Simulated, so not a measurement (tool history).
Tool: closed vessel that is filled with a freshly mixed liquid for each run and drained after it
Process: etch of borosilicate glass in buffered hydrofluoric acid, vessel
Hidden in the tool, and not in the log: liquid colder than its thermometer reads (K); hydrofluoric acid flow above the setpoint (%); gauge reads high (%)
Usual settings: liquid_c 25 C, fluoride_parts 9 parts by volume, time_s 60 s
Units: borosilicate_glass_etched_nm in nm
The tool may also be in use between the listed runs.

| run | hour | liquid_c | fluoride_parts | time_s | wafers since the last listed run | hours since the thermometer was replaced | hours since the hydrofluoric acid flow meter was replaced | hours since the gauge calibration | read-back film thickness of the borosilicate glass reference wafer, read on the same gauge (nm) | borosilicate_glass_etched_nm |
|---|---|---|---|---|---|---|---|---|---|---|
| 1 | 0 | 25 | 9 | 60 | 0 | 2414.1 | 243.2 | 428.8 | 113.1 | 89.9 |
| 2 | 35.3 | 25 | 9 | 60 | 3011 | 2449.4 | 278.5 | 464.1 | 113.23 | 89.95 |
| 3 | 64.2 | 25 | 9 | 60 | 2465 | 2478.3 | 307.4 | 493 | 113.31 | 90.47 |
| 4 | 90 | 25 | 9 | 60 | 2200 | 2504.1 | 333.2 | 518.8 | 113.36 | 90.92 |
| 5 | 114.1 | 21 | 9 | 45 | 2055 | 2528.2 | 357.3 | 542.9 | 113.4 | 54.66 |
| 6 | 129.9 | 25 | 9 | 70 | 1347 | 2544 | 373.1 | 558.7 | 113.42 | 105.42 |
| 7 | 147.6 | 25 | 9 | 70 | 1509 | 2561.7 | 390.8 | 576.4 | 113.45 | 105.85 |
| 8 | 171.7 | 25 | 9 | 60 | 2055 | 2585.8 | 414.9 | 600.5 | 113.52 | 89.95 |
| 9 | 198.8 | 25 | 9 | 60 | 2311 | 2612.9 | 442 | 627.6 | 113.56 | 91.31 |
| 10 | 217.6 | 25 | 9 | 60 | 1603 | 2631.7 | 460.8 | 646.4 | 113.59 | 90.37 |
| 11 | 247.8 | 23.5 | 9 | 60 | 2576 | 2661.9 | 491 | 676.6 | 113.66 | 83.77 |
| 12 | 268 | 23.5 | 9 | 60 | 1723 | 2682.1 | 511.2 | 696.8 | 113.73 | 83.85 |
| 13 | 284.9 | 25 | 10 | 50 | 1441 | 2699 | 528.1 | 713.7 | 113.72 | 70.97 |
| 14 | 307.3 | 29.5 | 5.5 | 60 | 1910 | 2721.4 | 550.5 | 736.1 | 113.74 | 188.2 |
|  | 320.6 | hydrofluoric acid flow meter replaced |
| 15 | 321.8 | 28 | 6.5 | 45 | 1151 | 2735.9 | 1.2 | 750.6 | 113.76 | 111.88 |
|  | 323.8 | thermometer replaced |
| 16 | 334.4 | 25 | 9 | 40 | 989 | 10.6 | 13.8 | 763.2 | 113.76 | 60.58 |
| 17 | 367.6 | 25 | 10 | 60 | 2832 | 43.8 | 47 | 796.4 | 113.83 | 84.82 |
| 18 | 393.7 | 30 | 9 | 60 | 2226 | 69.9 | 73.1 | 822.5 | 113.86 | 117.96 |
| 19 | 407.9 | 25 | 9 | 60 | 1211 | 84.1 | 87.3 | 836.7 | 113.87 | 90.99 |
|  | 412 | gauge calibrated |
| 20 | 425.2 | 25 | 11.5 | 35 | 1475 | 101.4 | 104.6 | 13.2 | 110.15 | 41.92 |
| 21 | 450.9 | 21 | 9 | 45 | 2192 | 127.1 | 130.3 | 38.9 | 110.47 | 53.44 |
| 22 | 476.2 | 25 | 9 | 60 | 2158 | 152.4 | 155.6 | 64.2 | 110.82 | 88.44 |
| 23 | 502.9 | 21 | 12 | 70 | 2277 | 179.1 | 182.3 | 90.9 | 111.01 | 64.96 |
| 24 | 515.3 | 25 | 9 | 60 | 1057 | 191.5 | 194.7 | 103.3 | 111.18 | 88.57 |
| 25 | 533.3 | 25 | 10 | 30 | 1535 | 209.5 | 212.7 | 121.3 | 111.33 | 41.51 |
| 26 | 546.8 | 27.5 | 11.5 | 40 | 1151 | 223 | 226.2 | 134.8 | 111.46 | 54.89 |
| 27 | 611.3 | 30 | 12.5 | 85 | 5501 | 287.5 | 290.7 | 199.3 | 111.94 | 123.48 |
| 28 | 625.3 | 22.5 | 9 | 30 | 1194 | 301.5 | 304.7 | 213.3 | 112.06 | 39.34 |
| 29 | 648.7 | 25 | 5.5 | 60 | 1996 | 324.9 | 328.1 | 236.7 | 112.17 | 146.81 |
| 30 | 678.9 | 25 | 9 | 60 | 2576 | 355.1 | 358.3 | 266.9 | 112.38 | 89.81 |
| 31 | 733.1 | 25 | 9 | 60 | 4623 | 409.3 | 412.5 | 321.1 | 112.7 | 89.7 |
| 32 | 754.5 | 25 | 9 | 60 | 1825 | 430.7 | 433.9 | 342.5 | 112.75 | 90.55 |
| 33 | 768.3 | 25 | 6 | 60 | 1177 | 444.5 | 447.7 | 356.3 | 112.81 | 136.02 |

Some steps in borosilicate_glass_etched_nm between neighbouring runs. How much of each would the tool show without its hidden state too (settings, what came in, random variation), and how much is left for the hidden state, with any gauge scatter that isn't in both results?
Run 13 -> 14: liquid_c 25 -> 29.5, fluoride_parts 10 -> 5.5, time_s 50 -> 60. borosilicate_glass_etched_nm +117.23 nm: hidden state +3.88, all else +113.35.
Run 14 -> 15: liquid_c 29.5 -> 28, fluoride_parts 5.5 -> 6.5, time_s 60 -> 45, hydrofluoric acid flow meter replaced. borosilicate_glass_etched_nm -76.32 nm: hidden state -2.5, all else -73.82.
Run 19 -> 20: fluoride_parts 9 -> 11.5, time_s 60 -> 35, gauge calibrated. borosilicate_glass_etched_nm -49.07 nm: hidden state -3.01, all else -46.06.
Run 27 -> 28: liquid_c 30 -> 22.5, fluoride_parts 12.5 -> 9, time_s 85 -> 30. borosilicate_glass_etched_nm -84.14 nm: hidden state -1.43, all else -82.71.
Run 28 -> 29: liquid_c 22.5 -> 25, fluoride_parts 9 -> 5.5, time_s 30 -> 60. borosilicate_glass_etched_nm +107.47 nm: hidden state +2.16, all else +105.31.
